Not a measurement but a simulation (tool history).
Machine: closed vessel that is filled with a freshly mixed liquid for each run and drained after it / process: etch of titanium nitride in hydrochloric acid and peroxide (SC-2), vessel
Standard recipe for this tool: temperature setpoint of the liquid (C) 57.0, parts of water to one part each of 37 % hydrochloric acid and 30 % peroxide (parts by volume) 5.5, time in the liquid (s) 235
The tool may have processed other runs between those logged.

| run | hour | temperature setpoint of the liquid (C) | parts of water to one part each of 37 % hydrochloric acid and 30 % peroxide (parts by volume) | time in the liquid (s) | read-back film thickness of the titanium nitride reference wafer, read on the same gauge (nm) | thickness taken off the titanium nitride on a monitor wafer (angstrom) |
|---|---|---|---|---|---|---|
| 1 | 0.0 | 57.0 | 4.0 | 235 | 29.97 | 151.0 |
| 2 | 48.4 | 57.0 | 4.0 | 235 | 30.04 | 153.1 |
|  | 113.0 | gauge calibrated |
| 3 | 129.5 | 57.0 | 4.0 | 235 | 30.01 | 156.0 |
| 4 | 207.5 | 57.0 | 5.5 | 235 | 30.00 | 125.1 |
| 5 | 338.2 | 57.0 | 5.5 | 235 | 30.02 | 127.7 |
| 6 | 383.6 | 57.0 | 5.5 | 235 | 30.01 | 125.3 |
| 7 | 446.5 | 57.0 | 5.5 | 235 | 30.00 | 128.0 |
| 8 | 489.2 | 57.0 | 5.5 | 195 | 30.03 | 105.9 |
| 9 | 529.2 | 57.0 | 5.5 | 195 | 29.98 | 107.4 |
| 10 | 585.4 | 57.0 | 5.5 | 195 | 30.01 | 108.2 |
|  | 607.0 | chemicals flow meter replaced |
| 11 | 675.2 | 57.0 | 5.5 | 235 | 29.99 | 130.4 |
| 12 | 759.2 | 57.0 | 5.5 | 235 | 30.05 | 133.2 |
|  | 806.9 | new drum of peroxide connected |
|  | 811.3 | thermometer replaced |
| 13 | 827.6 | 57.0 | 5.5 | 180 | 30.07 | 91.1 |
| 14 | 889.3 | 64.0 | 4.0 | 235 | 30.01 | 237.3 |
| 15 | 964.0 | 50.0 | 4.0 | 355 | 29.95 | 145.2 |
| 16 | 1064.4 | 50.5 | 4.0 | 175 | 30.00 | 75.7 |
| 17 | 1114.5 | 57.0 | 5.5 | 235 | 30.02 | 124.1 |
| 18 | 1188.4 | 63.5 | 4.0 | 105 | 30.01 | 103.1 |
| 19 | 1229.3 | 57.0 | 5.5 | 190 | 30.02 | 101.3 |
| 20 | 1327.6 | 57.0 | 5.5 | 135 | 29.96 | 72.6 |
|  | 1327.7 | gauge calibrated |
| 21 | 1397.7 | 47.5 | 7.0 | 300 | 30.03 | 73.7 |
| 22 | 1437.5 | 57.0 | 5.5 | 195 | 30.01 | 109.0 |
| 23 | 1496.9 | 57.0 | 5.5 | 365 | 30.00 | 203.8 |
| 24 | 1580.6 | 49.5 | 5.5 | 235 | 30.02 | 81.8 |
| 25 | 1667.7 | 57.0 | 5.5 | 235 | 30.00 | 131.2 |

What if the next run were any one of these 3? Each begins from the tool's condition after run 25:
| A | 1668.4 | 57.0 | 5.5 | 120 | ? | ? |
| B | 1668.4 | 63.5 | 6.5 | 120 | ? | ? |
| C | 1668.4 | 57.0 | 4.0 | 295 | ? | ? |

| run | read-back film thickness of the titanium nitride reference wafer, read on the same gauge (nm) | thickness taken off the titanium nitride on a monitor wafer (angstrom) |
|---|---|---|
| A | 30.01 | 68.7 |
| B | 30.01 | 90.8 |
| C | 30.01 | 211.2 |
Had the tool no hidden state, the same runs would have come out as:
| run | thickness taken off the titanium nitride on a monitor wafer (angstrom) |
|---|---|
| A | 62.1 |
| B | 82.3 |
| C | 190.7 |
